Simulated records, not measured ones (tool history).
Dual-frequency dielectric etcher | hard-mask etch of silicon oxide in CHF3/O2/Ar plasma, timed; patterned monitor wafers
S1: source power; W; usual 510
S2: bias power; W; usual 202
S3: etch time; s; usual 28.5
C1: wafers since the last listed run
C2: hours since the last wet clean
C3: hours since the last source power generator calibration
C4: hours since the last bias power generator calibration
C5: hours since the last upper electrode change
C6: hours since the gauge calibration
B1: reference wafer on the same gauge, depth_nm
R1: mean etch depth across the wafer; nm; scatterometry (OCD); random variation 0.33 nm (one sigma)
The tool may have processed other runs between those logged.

Run 1, day 0: usual settings but S1 410 W, S2 216 W; C1 0; C2 159; C3 1220.9; C4 2948.7; C5 4774.5; C6 162.9; B1 70.2. Result: R1 55.1 nm.
Run 2, day 1.262: usual settings but S1 410 W, S2 216 W; C1 537; C2 189.3; C3 1251.2; C4 2979; C5 4804.8; C6 193.2; B1 70.2. Result: R1 54.4 nm.
Run 3, day 3.758: usual settings; C1 1061; C2 249.2; C3 1311.1; C4 3038.9; C5 4864.7; C6 253.1; B1 70. Result: R1 60.8 nm.
Run 4, day 6.304: usual settings; C1 1083; C2 310.3; C3 1372.2; C4 3100; C5 4925.8; C6 314.2; B1 70.3. Result: R1 60.4 nm.
Run 5, day 7.908: usual settings; C1 682; C2 348.8; C3 1410.7; C4 3138.5; C5 4964.3; C6 352.7; B1 70.2. Result: R1 60.7 nm.
At day 9.475: wet clean of the chamber.
Run 6, day 9.925: usual settings; C1 432; C2 10.8; C3 1459.1; C4 3186.9; C5 5012.7; C6 401.1; B1 70.2. Result: R1 61 nm.
Run 7, day 11.296: usual settings; C1 583; C2 43.7; C3 1492; C4 3219.8; C5 5045.6; C6 434; B1 70.4. Result: R1 61 nm.
Run 8, day 13.146: usual settings; C1 787; C2 88.1; C3 1536.4; C4 3264.2; C5 5090; C6 478.4; B1 70.2. Result: R1 60.9 nm.
Run 9, day 16.133: usual settings; C1 1271; C2 159.8; C3 1608.1; C4 3335.9; C5 5161.7; C6 550.1; B1 70.3. Result: R1 60.9 nm.
Run 10, day 17.95: usual settings; C1 772; C2 203.4; C3 1651.7; C4 3379.5; C5 5205.3; C6 593.7; B1 70.1. Result: R1 61 nm.
Run 11, day 20.117: usual settings; C1 921; C2 255.4; C3 1703.7; C4 3431.5; C5 5257.3; C6 645.7; B1 70.1. Result: R1 60.2 nm.
Run 12, day 22.308: usual settings; C1 932; C2 308; C3 1756.3; C4 3484.1; C5 5309.9; C6 698.3; B1 70.1. Result: R1 61 nm.
At day 24.8: wet clean of the chamber.
Run 13, day 28.225: usual settings; C1 2091; C2 82.2; C3 1898.3; C4 3626.1; C5 5451.9; C6 840.3; B1 70.1. Result: R1 60.8 nm.
At day 31.079: upper electrode replaced.
Run 14, day 31.1: usual settings; C1 797; C2 151.2; C3 1967.3; C4 3695.1; C5 0.5; C6 909.3; B1 70.1. Result: R1 60.3 nm.
Run 15, day 32.338: usual settings; C1 526; C2 180.9; C3 1997; C4 3724.8; C5 30.2; C6 939; B1 70.1. Result: R1 60.5 nm.
Run 16, day 35.117: usual settings but S3 24.5 s; C1 1182; C2 247.6; C3 2063.7; C4 3791.5; C5 96.9; C6 1005.7; B1 70.2. Result: R1 52.4 nm.
Run 17, day 37.496: usual settings but S1 440 W, S2 251 W, S3 35.5 s; C1 1012; C2 304.7; C3 2120.8; C4 3848.6; C5 154; C6 1062.8; B1 70.2. Result: R1 77.7 nm.
At day 39.671: wet clean of the chamber.
Run 18, day 39.692: usual settings but S2 229 W; C1 508; C2 0.5; C3 2173.5; C4 3901.3; C5 206.7; C6 1115.5; B1 70.2. Result: R1 65.2 nm.
Run 19, day 41.633: usual settings but S2 165 W; C1 826; C2 47.1; C3 2220.1; C4 3947.9; C5 253.3; C6 1162.1; B1 70.2. Result: R1 54.3 nm.
At day 43.338: source power generator calibrated.
At day 46.908: bias power generator calibrated.
Run 20, day 47.117: usual settings; C1 2191; C2 178.7; C3 90.7; C4 5; C5 384.9; C6 1293.7; B1 70.2. Result: R1 60.7 nm.
At day 47.875: gauge calibrated.
Run 21, day 49.604: usual settings but S2 251 W; C1 1058; C2 238.4; C3 150.4; C4 64.7; C5 444.6; C6 41.5; B1 70.2. Result: R1 68.5 nm.
Run 22, day 51.504: usual settings but S1 610 W, S2 155 W, S3 34 s; C1 808; C2 284; C3 196; C4 110.3; C5 490.2; C6 87.1; B1 70.4. Result: R1 69.4 nm.
Run 23, day 53.033: usual settings but S1 460 W, S2 174 W, S3 34 s; C1 650; C2 320.7; C3 232.7; C4 147; C5 526.9; C6 123.8; B1 70.1. Result: R1 62.6 nm.
Run 24, day 54.192: usual settings but S3 20 s; C1 492; C2 348.5; C3 260.5; C4 174.8; C5 554.7; C6 151.6; B1 70.2. Result: R1 42.5 nm.
At day 55.621: wet clean of the chamber.
Run 25, day 55.771: usual settings; C1 246; C2 3.6; C3 298.4; C4 212.7; C5 592.6; C6 189.5; B1 70.1. Result: R1 60.6 nm.
Run 26, day 58.054: usual settings but S1 630 W, S2 246 W; C1 971; C2 58.4; C3 353.2; C4 267.5; C5 647.4; C6 244.3; B1 70.2. Result: R1 76.3 nm.
Run 27, day 60.479: usual settings but S1 630 W, S3 35 s; C1 1031; C2 116.6; C3 411.4; C4 325.7; C5 705.6; C6 302.5; B1 70.2. Result: R1 82.9 nm.
Run 28, day 62.921: usual settings but S1 550 W, S2 222 W, S3 21.5 s; C1 1038; C2 175.2; C3 470; C4 384.3; C5 764.2; C6 361.1; B1 70.3. Result: R1 50.5 nm.
Run 29, day 64.771: usual settings; C1 787; C2 219.6; C3 514.4; C4 428.7; C5 808.6; C6 405.5; B1 70.3. Result: R1 60.7 nm.
Run 30, day 66.954: usual settings; C1 928; C2 272; C3 566.8; C4 481.1; C5 861; C6 457.9; B1 70.1. Result: R1 60.5 nm.

Branching from run 30: 4 alternative next runs. What would each branch give?
Run A, day 66.971: usual settings but S2 152 W; C1 7; C2 272.4; C3 567.2; C4 481.5; C5 861.4; C6 458.3; B1 ?. Result: R1 ?.
Run B, day 66.971: usual settings but S1 470 W, S2 234 W, S3 24.5 s; C1 7; C2 272.4; C3 567.2; C4 481.5; C5 861.4; C6 458.3; B1 ?. Result: R1 ?.
Run C, day 66.971: usual settings but S1 640 W; C1 7; C2 272.4; C3 567.2; C4 481.5; C5 861.4; C6 458.3; B1 ?. Result: R1 ?.
Run D, day 66.971: usual settings but S1 630 W, S2 248 W, S3 24.5 s; C1 7; C2 272.4; C3 567.2; C4 481.5; C5 861.4; C6 458.3; B1 ?. Result: R1 ?.

run    B1    R1
  A  70.1    52
  B  70.1  54.1
  C  70.1  69.4
  D  70.1  65.8
Without the tool's unlogged condition, the same runs would have read:
run    R1
  A    52
  B  54.1
  C  69.4
  D  65.8
